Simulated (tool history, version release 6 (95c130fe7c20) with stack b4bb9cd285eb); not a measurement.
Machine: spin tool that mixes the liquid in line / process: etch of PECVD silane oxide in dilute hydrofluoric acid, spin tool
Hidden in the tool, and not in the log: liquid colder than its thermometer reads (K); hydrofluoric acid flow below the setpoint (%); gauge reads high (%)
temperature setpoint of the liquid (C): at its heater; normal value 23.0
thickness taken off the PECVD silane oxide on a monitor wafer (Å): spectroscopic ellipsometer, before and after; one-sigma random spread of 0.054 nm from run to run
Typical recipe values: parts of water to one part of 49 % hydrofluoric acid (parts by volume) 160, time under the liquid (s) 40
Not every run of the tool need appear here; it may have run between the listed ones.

run,hour,temperature setpoint of the liquid (C),parts of water to one part of 49 % hydrofluoric acid (parts by volume),time under the liquid (s),wafers since the last listed run,hours since the thermometer was replaced,hours since the hydrofluoric acid flow meter was replaced,hours since the gauge calibration,"read-back film thickness of the PECVD silane oxide reference wafer, read on the same gauge (nm)",thickness taken off the PECVD silane oxide on a monitor wafer (Å)
1,0.0,23.0,160,40,0,1289.8,786.5,1718.9,110.02,66.1
2,100.1,20.5,160,25,1637,1389.9,886.6,1819.0,110.02,38.0
# hour 162.6: hydrofluoric acid flow meter replaced
# hour 187.1: thermometer replaced
3,203.5,20.5,160,25,1658,16.4,40.9,1922.4,110.00,37.3
4,302.4,25.0,160,40,1617,115.3,139.8,2021.3,110.00,70.5
5,409.6,25.0,160,40,1753,222.5,247.0,2128.5,110.00,71.7
6,470.3,23.0,160,40,992,283.2,307.7,2189.2,109.98,66.1
7,560.4,23.0,160,40,1473,373.3,397.8,2279.3,109.99,67.3
8,616.8,23.0,160,40,922,429.7,454.2,2335.7,109.98,66.3
9,669.8,23.0,160,40,866,482.7,507.2,2388.7,110.00,66.8
10,773.3,23.0,160,40,1692,586.2,610.7,2492.2,109.99,66.7
11,867.4,23.0,160,40,1538,680.3,704.8,2586.3,110.00,66.6
12,974.5,23.0,160,40,1751,787.4,811.9,2693.4,109.99,66.7
13,1068.8,23.0,160,40,1542,881.7,906.2,2787.7,110.01,67.1
14,1107.8,23.0,160,40,637,920.7,945.2,2826.7,110.02,66.5
15,1208.0,23.0,160,40,1638,1020.9,1045.4,2926.9,110.01,66.4
# hour 1228.1: hydrofluoric acid flow meter replaced
16,1303.3,23.0,160,40,1542,1116.2,75.2,3022.2,109.99,66.2
17,1387.1,20.5,160,25,1370,1200.0,159.0,3106.0,110.00,38.0
18,1438.8,25.5,160,40,845,1251.7,210.7,3157.7,109.99,74.0
19,1476.8,28.0,160,40,621,1289.7,248.7,3195.7,110.01,79.4
20,1566.9,27.0,160,40,1473,1379.8,338.8,3285.8,109.99,76.1
21,1642.8,23.0,120,45,1241,1455.7,414.7,3361.7,110.00,103.3
# hour 1689.7: gauge calibrated
22,1740.1,19.5,100,35,1591,1553.0,512.0,50.4,109.99,88.0
23,1795.6,23.0,160,40,907,1608.5,567.5,105.9,110.01,66.0
24,1849.7,23.0,125,40,884,1662.6,621.6,160.0,110.01,89.3
# hour 1896.2: thermometer replaced
25,1930.8,23.0,160,40,1309,34.6,702.7,241.1,110.00,67.3
26,1974.9,23.0,210,25,721,78.7,746.8,285.2,110.00,29.9
27,2077.7,24.5,210,65,1681,181.5,849.6,388.0,109.99,82.1
# hour 2093.0: hydrofluoric acid flow meter replaced
28,2320.6,21.0,135,50,3955,424.4,227.6,630.9,110.03,93.7
29,2405.9,19.5,235,25,1394,509.7,312.9,716.2,110.00,23.1
30,2477.7,23.0,160,40,1174,581.5,384.7,788.0,110.00,66.8
31,2562.9,21.0,160,40,1393,666.7,469.9,873.2,110.01,61.3
32,2843.9,23.0,160,40,4595,947.7,750.9,1154.2,110.01,66.0
33,2882.7,19.5,160,50,634,986.5,789.7,1193.0,110.01,71.4
34,2941.6,19.0,190,60,963,1045.4,848.6,1251.9,109.98,70.1

What if the next run were any one of these 3? Each begins from the tool's condition after run 34:
A,2942.0,23.0,160,40,6,1045.8,849.0,1252.3,?,?
B,2942.0,23.0,160,25,6,1045.8,849.0,1252.3,?,?
C,2942.0,21.5,120,40,6,1045.8,849.0,1252.3,?,?

run,"read-back film thickness of the PECVD silane oxide reference wafer, read on the same gauge (nm)",thickness taken off the PECVD silane oxide on a monitor wafer (Å)
A,110.01,67.3
B,110.01,42.1
C,110.01,88.5
Had the tool no hidden state, the same runs would have come out as:
run,thickness taken off the PECVD silane oxide on a monitor wafer (Å)
A,67.3
B,42.1
C,88.5

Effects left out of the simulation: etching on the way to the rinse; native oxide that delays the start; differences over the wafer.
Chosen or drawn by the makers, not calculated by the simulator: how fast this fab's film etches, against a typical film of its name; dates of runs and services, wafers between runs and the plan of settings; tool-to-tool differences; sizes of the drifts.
